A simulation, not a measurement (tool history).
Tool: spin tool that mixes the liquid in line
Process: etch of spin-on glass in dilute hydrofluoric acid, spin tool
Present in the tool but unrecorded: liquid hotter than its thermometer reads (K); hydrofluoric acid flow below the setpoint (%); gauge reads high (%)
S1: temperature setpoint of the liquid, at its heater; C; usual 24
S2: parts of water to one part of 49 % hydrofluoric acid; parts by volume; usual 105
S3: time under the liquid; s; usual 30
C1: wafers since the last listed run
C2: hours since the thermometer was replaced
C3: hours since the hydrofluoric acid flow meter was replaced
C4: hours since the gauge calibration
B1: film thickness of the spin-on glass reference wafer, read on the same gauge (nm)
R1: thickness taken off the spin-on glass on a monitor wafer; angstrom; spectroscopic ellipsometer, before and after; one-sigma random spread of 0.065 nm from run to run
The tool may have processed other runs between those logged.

| run | hour | S1 | S2 | S3 | C1 | C2 | C3 | C4 | B1 | R1 |
|---|---|---|---|---|---|---|---|---|---|---|
| 1 | 0 | 24 | 105 | 30 | 0 | 2291.5 | 2143.9 | 932.8 | 59.96 | 169.5 |
| 2 | 21.7 | 24 | 85 | 30 | 255 | 2313.2 | 2165.6 | 954.5 | 59.99 | 214.7 |
| 3 | 56.8 | 24 | 85 | 30 | 412 | 2348.3 | 2200.7 | 989.6 | 60.01 | 215.9 |
| 4 | 88.1 | 24 | 85 | 30 | 367 | 2379.6 | 2232 | 1020.9 | 60.01 | 216.4 |
| 5 | 107.2 | 24 | 105 | 30 | 224 | 2398.7 | 2251.1 | 1040 | 60 | 171.1 |
| 6 | 130.9 | 24 | 105 | 30 | 278 | 2422.4 | 2274.8 | 1063.7 | 60.01 | 169.8 |
| 7 | 176.1 | 24 | 140 | 45 | 531 | 2467.6 | 2320 | 1108.9 | 60 | 184.5 |
|  | 187.1 | gauge calibrated |
| 8 | 211.8 | 24 | 140 | 45 | 419 | 2503.3 | 2355.7 | 24.7 | 59.99 | 184.9 |
| 9 | 267.2 | 24 | 140 | 45 | 651 | 2558.7 | 2411.1 | 80.1 | 59.99 | 185.7 |
| 10 | 290.7 | 24 | 105 | 30 | 276 | 2582.2 | 2434.6 | 103.6 | 59.98 | 171.3 |
| 11 | 319.4 | 24 | 105 | 40 | 337 | 2610.9 | 2463.3 | 132.3 | 60.02 | 230.2 |
|  | 327.8 | hydrofluoric acid flow meter replaced |
| 12 | 349.3 | 24 | 105 | 40 | 339 | 2640.8 | 21.5 | 162.2 | 59.99 | 232.2 |
| 13 | 376.9 | 24 | 105 | 40 | 324 | 2668.4 | 49.1 | 189.8 | 59.96 | 230 |
|  | 380 | thermometer replaced |
| 14 | 397.9 | 24 | 105 | 30 | 235 | 17.9 | 70.1 | 210.8 | 60.02 | 153.1 |
| 15 | 426.6 | 24 | 105 | 30 | 337 | 46.6 | 98.8 | 239.5 | 60 | 154.2 |
| 16 | 450.4 | 20.5 | 70 | 30 | 279 | 70.4 | 122.6 | 263.3 | 59.97 | 209.4 |
| 17 | 477 | 24 | 105 | 35 | 312 | 97 | 149.2 | 289.9 | 59.99 | 179.8 |
| 18 | 508.8 | 27 | 105 | 20 | 373 | 128.8 | 181 | 321.7 | 60.02 | 116.9 |
| 19 | 526.6 | 24 | 105 | 30 | 209 | 146.6 | 198.8 | 339.5 | 60.05 | 154.7 |
| 20 | 556.3 | 22.5 | 105 | 30 | 349 | 176.3 | 228.5 | 369.2 | 59.98 | 146 |
| 21 | 577.9 | 24 | 105 | 30 | 253 | 197.9 | 250.1 | 390.8 | 59.99 | 155 |
| 22 | 596.6 | 26 | 130 | 45 | 219 | 216.6 | 268.8 | 409.5 | 59.98 | 196.1 |
| 23 | 621.9 | 24 | 125 | 15 | 297 | 241.9 | 294.1 | 434.8 | 60.04 | 63.6 |
| 24 | 656.1 | 24 | 105 | 30 | 401 | 276.1 | 328.3 | 469 | 59.99 | 155.4 |
| 25 | 671.3 | 24 | 105 | 30 | 178 | 291.3 | 343.5 | 484.2 | 60.01 | 156.1 |
| 26 | 693 | 21.5 | 90 | 20 | 255 | 313 | 365.2 | 505.9 | 60.02 | 111.2 |
| 27 | 709.2 | 24 | 105 | 30 | 190 | 329.2 | 381.4 | 522.1 | 60.01 | 156 |
| 28 | 728.1 | 24 | 105 | 30 | 222 | 348.1 | 400.3 | 541 | 59.96 | 155.1 |
| 29 | 754.2 | 21.5 | 55 | 15 | 306 | 374.2 | 426.4 | 567.1 | 60.01 | 143.6 |
| 30 | 780.1 | 24 | 90 | 20 | 304 | 400.1 | 452.3 | 593 | 59.99 | 123.7 |
| 31 | 794.5 | 24 | 55 | 30 | 169 | 414.5 | 466.7 | 607.4 | 60.05 | 318.3 |
| 32 | 810.5 | 24 | 105 | 15 | 188 | 430.5 | 482.7 | 623.4 | 59.99 | 77.9 |
| 33 | 837.6 | 24 | 140 | 45 | 318 | 457.6 | 509.8 | 650.5 | 59.99 | 168.5 |
| 34 | 855.9 | 19 | 85 | 45 | 215 | 475.9 | 528.1 | 668.8 | 59.98 | 242.5 |
| 35 | 875.9 | 25.5 | 55 | 40 | 235 | 495.9 | 548.1 | 688.8 | 59.99 | 455.3 |

Take each entry between the runs: how does the hidden state at the last listed run before it differ from the hidden state at the first listed run after it?
Logged between run 7 and run 8: gauge calibrated (hour 187.1)
  liquid hotter than its thermometer reads (K): 2.98 -> 3.02
  measured result minus the result with no hidden state, R1: +19.7 -> +20 angstrom
Logged between run 11 and run 12: hydrofluoric acid flow meter replaced (hour 327.8)
  liquid hotter than its thermometer reads (K): 3.14 -> 3.17
  measured result minus the result with no hidden state, R1: +26.5 -> +26.9 angstrom
Logged between run 13 and run 14: thermometer replaced (hour 380)
  liquid hotter than its thermometer reads (K): 3.2 -> 0.159
  measured result minus the result with no hidden state, R1: +26.9 -> +0.9 angstrom
